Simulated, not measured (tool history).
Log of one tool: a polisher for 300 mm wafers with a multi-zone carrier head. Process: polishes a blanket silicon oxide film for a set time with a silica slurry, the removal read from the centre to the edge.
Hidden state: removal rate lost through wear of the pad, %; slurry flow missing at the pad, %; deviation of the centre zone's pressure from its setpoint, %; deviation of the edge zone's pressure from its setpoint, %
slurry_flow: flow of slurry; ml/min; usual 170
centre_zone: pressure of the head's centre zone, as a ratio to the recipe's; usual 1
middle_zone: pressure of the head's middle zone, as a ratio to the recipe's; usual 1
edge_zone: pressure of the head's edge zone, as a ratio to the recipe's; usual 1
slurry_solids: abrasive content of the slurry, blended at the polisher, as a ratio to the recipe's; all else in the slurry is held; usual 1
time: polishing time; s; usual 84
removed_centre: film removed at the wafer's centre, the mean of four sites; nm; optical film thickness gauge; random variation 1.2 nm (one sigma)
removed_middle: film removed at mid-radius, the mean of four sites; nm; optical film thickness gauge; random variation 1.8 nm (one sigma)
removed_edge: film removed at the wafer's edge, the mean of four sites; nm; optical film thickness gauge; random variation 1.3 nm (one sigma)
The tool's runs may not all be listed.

| run | hour | slurry_flow | centre_zone | middle_zone | edge_zone | slurry_solids | time | wafers since the last listed run | wafers polished on this pad | hours since the slurry nozzle was cleaned | hours since the centre zone pressure was calibrated | hours since the edge zone pressure was calibrated | hours since the carrier head's membrane was replaced | incoming thickness of the incoming film, nm | removed_centre | removed_middle | removed_edge |
|---|---|---|---|---|---|---|---|---|---|---|---|---|---|---|---|---|---|
| 1 | 0 | 170 | 1 | 1 | 1 | 1 | 84 | 0 | 177 | 128.6 | 197.4 | 228.6 | 1510.4 | 1517.7 | 174.6 | 175.3 | 176.4 |
| 2 | 60.1 | 155 | 1 | 1 | 1 | 1 | 84 | 400 | 577 | 188.7 | 257.5 | 288.7 | 1570.5 | 1502.1 | 167.3 | 165.7 | 170.5 |
|  | 104.2 | slurry nozzle cleaned |
| 3 | 131.9 | 170 | 1 | 1 | 1 | 1 | 84 | 471 | 1049 | 27.7 | 329.3 | 360.5 | 1642.3 | 1497.1 | 163 | 165 | 167.3 |
|  | 148.9 | worn pad replaced by a new one |
| 4 | 156.8 | 170 | 1 | 1 | 1 | 1 | 84 | 139 | 52 | 52.6 | 354.2 | 385.4 | 1667.2 | 1497.4 | 174.9 | 175.3 | 175.2 |
| 5 | 208.3 | 170 | 1 | 1 | 1 | 1 | 84 | 342 | 395 | 104.1 | 405.7 | 436.9 | 1718.7 | 1508.8 | 166.9 | 169 | 173.7 |
| 6 | 272.6 | 170 | 1 | 1 | 1 | 0.9 | 84 | 428 | 823 | 168.4 | 470 | 501.2 | 1783 | 1526.4 | 158 | 158.2 | 160.7 |
|  | 309 | slurry nozzle cleaned |
|  | 328.8 | carrier head's membrane replaced by a new one |
|  | 334.6 | worn pad replaced by a new one |
| 7 | 336.7 | 170 | 1 | 1 | 1 | 1.1 | 84 | 360 | 14 | 27.7 | 534.1 | 565.3 | 7.9 | 1520 | 181.7 | 181.2 | 185.2 |
| 8 | 373.4 | 170 | 0.96 | 1 | 1 | 1 | 95 | 244 | 258 | 64.4 | 570.8 | 602 | 44.6 | 1505.1 | 188.3 | 195.1 | 200.5 |
| 9 | 412.5 | 170 | 1 | 1 | 1.12 | 1 | 84 | 260 | 518 | 103.5 | 609.9 | 641.1 | 83.7 | 1504.7 | 168.8 | 171.1 | 182.7 |
|  | 416.2 | centre zone pressure recalibrated |
|  | 448.6 | edge zone pressure recalibrated |
| 10 | 463.5 | 170 | 1 | 0.9 | 0.89 | 1 | 84 | 312 | 831 | 154.5 | 47.3 | 14.9 | 134.7 | 1499.4 | 166.6 | 150.7 | 161.2 |
|  | 503.7 | worn pad replaced by a new one |
| 11 | 515.2 | 170 | 1 | 1 | 1 | 1 | 60 | 317 | 76 | 206.2 | 99 | 66.6 | 186.4 | 1519.2 | 125 | 123.4 | 125 |
|  | 531 | slurry nozzle cleaned |
| 12 | 567.4 | 170 | 1.04 | 0.96 | 1.04 | 0.9 | 84 | 340 | 417 | 36.4 | 151.2 | 118.8 | 238.6 | 1510.9 | 170 | 154.6 | 166.4 |
| 13 | 617.9 | 170 | 1 | 1 | 1 | 1 | 84 | 336 | 753 | 86.9 | 201.7 | 169.3 | 289.1 | 1504.7 | 169.6 | 168.1 | 167.6 |
| 14 | 678.7 | 170 | 1 | 1 | 1 | 1 | 84 | 404 | 1158 | 147.7 | 262.5 | 230.1 | 349.9 | 1487.7 | 163.1 | 164.7 | 169.2 |
| 15 | 718.4 | 170 | 1 | 1 | 1 | 1 | 84 | 264 | 1422 | 187.4 | 302.2 | 269.8 | 389.6 | 1474 | 161.7 | 163.3 | 164.9 |

How the hidden state differs across the entries between the runs, from the last listed run before each to the first after it:
Between runs 2 and 3: slurry nozzle cleaned (hour 104.2)
  removal rate lost through wear of the pad, %: 3.58 -> 5.97
  measured less the result without the state, removed_centre: -6.2 -> -10.4 nm; removed_middle: -6.1 -> -10.5 nm; removed_edge: -6.3 -> -10.6 nm
Between runs 3 and 4: worn pad replaced by a new one (hour 148.9)
  removal rate lost through wear of the pad, %: 5.97 -> 1.2
  measured less the result without the state, removed_centre: -10.4 -> -2.1 nm; removed_middle: -10.5 -> -2.2 nm; removed_edge: -10.6 -> -2.1 nm
Between runs 6 and 7: slurry nozzle cleaned (hour 309); carrier head's membrane replaced by a new one (hour 328.8); worn pad replaced by a new one (hour 334.6)
  removal rate lost through wear of the pad, %: 5.04 -> 0.564
  measured less the result without the state, removed_centre: -8.4 -> -1.1 nm; removed_middle: -8.4 -> -1 nm; removed_edge: -8.5 -> -1.1 nm
Between runs 9 and 10: centre zone pressure recalibrated (hour 416.2); edge zone pressure recalibrated (hour 448.6)
  removal rate lost through wear of the pad, %: 3.08 -> 4.77
  measured less the result without the state, removed_centre: -5.3 -> -8.4 nm; removed_middle: -5.5 -> -7.6 nm; removed_edge: -5.8 -> -8.1 nm
Between runs 10 and 11: worn pad replaced by a new one (hour 503.7)
  removal rate lost through wear of the pad, %: 4.77 -> 0.979
  measured less the result without the state, removed_centre: -8.4 -> -1.2 nm; removed_middle: -7.6 -> -1.2 nm; removed_edge: -8.1 -> -1.3 nm
Between runs 11 and 12: slurry nozzle cleaned (hour 531)
  removal rate lost through wear of the pad, %: 0.979 -> 2.71
  measured less the result without the state, removed_centre: -1.2 -> -4.7 nm; removed_middle: -1.2 -> -4.3 nm; removed_edge: -1.3 -> -4.7 nm

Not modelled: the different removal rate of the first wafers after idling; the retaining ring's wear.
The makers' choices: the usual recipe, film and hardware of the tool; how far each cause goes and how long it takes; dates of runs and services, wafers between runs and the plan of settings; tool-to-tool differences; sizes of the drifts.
